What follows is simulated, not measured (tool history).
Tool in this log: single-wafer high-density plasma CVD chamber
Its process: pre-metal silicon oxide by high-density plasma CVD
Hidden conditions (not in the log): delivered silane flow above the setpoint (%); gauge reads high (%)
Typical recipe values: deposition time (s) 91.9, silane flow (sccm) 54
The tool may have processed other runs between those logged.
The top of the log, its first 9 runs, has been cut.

run,hour,deposition time (s),silane flow (sccm),wafers since the last listed run,hours since the silane flow controller was replaced,hours since the gauge calibration,"read-back reference wafer on the same gauge, thickness_nm",mean film thickness on the monitor wafer (Å)
10,357.9,91.9,54,484,2110.5,1080.1,559.037,4631.21
11,399.2,91.9,54,699,2151.8,1121.4,559.703,4621.89
12,461.7,91.9,54,1059,2214.3,1183.9,559.284,4616.72
13,521.3,80.2,54,1010,2273.9,1243.5,558.901,3995.12
14,554.3,80.2,54,559,2306.9,1276.5,559.323,3993.71
15,606.5,91.9,54,884,2359.1,1328.7,559.051,4557.65
16,655.8,91.9,43,835,2408.4,1378.0,558.227,3652.73
17,688.1,102.5,60,547,2440.7,1410.3,559.086,5709.05
# hour 722.3: silane flow controller replaced
18,766.2,91.9,62,1188,43.9,1488.4,559.357,5095.96
# hour 792.2: gauge calibrated
19,807.9,78.6,51,706,85.6,15.7,558.277,3571.09
20,846.2,97.0,45,649,123.9,54.0,558.578,3875.24
21,903.9,91.9,54,977,181.6,111.7,559.265,4455.82
22,966.0,80.0,60,1052,243.7,173.8,558.774,4286.81
23,993.2,100.4,50,460,270.9,201.0,559.340,4473.84
24,1036.0,80.2,54,725,313.7,243.8,559.627,3851.90
25,1076.4,82.2,48,684,354.1,284.2,558.612,3497.22
# hour 1094.2: silane flow controller replaced, repeated, since the last time left the tool worse
26,1140.9,91.9,45,957,46.7,348.7,559.856,3987.71
27,1204.6,83.6,62,1079,110.4,412.4,558.406,4934.88
28,1241.3,106.1,47,621,147.1,449.1,558.680,4773.96
29,1309.4,86.9,57,1154,215.2,517.2,559.414,4745.71
30,1344.9,108.4,54,601,250.7,552.7,558.445,5609.52
31,1551.5,91.9,54,3501,457.3,759.3,559.312,4755.87

Predict each of these 5 candidate next runs independently; none follows another, all start after run 31:
A,1551.9,91.9,54,6,457.7,759.7,?,?
B,1551.9,99.0,62,6,457.7,759.7,?,?
C,1551.9,91.9,60,6,457.7,759.7,?,?
D,1551.9,97.0,60,6,457.7,759.7,?,?
E,1551.9,75.3,60,6,457.7,759.7,?,?

run,"read-back reference wafer on the same gauge, thickness_nm",mean film thickness on the monitor wafer (Å)
A,558.930,4699.42
B,558.930,5812.48
C,558.930,5221.57
D,558.930,5511.35
E,558.930,4278.40
Take away the tool's hidden state, keep each run's random variation, and the runs would have read:
run,mean film thickness on the monitor wafer (Å)
A,4739.64
B,5862.24
C,5266.27
D,5558.52
E,4315.02
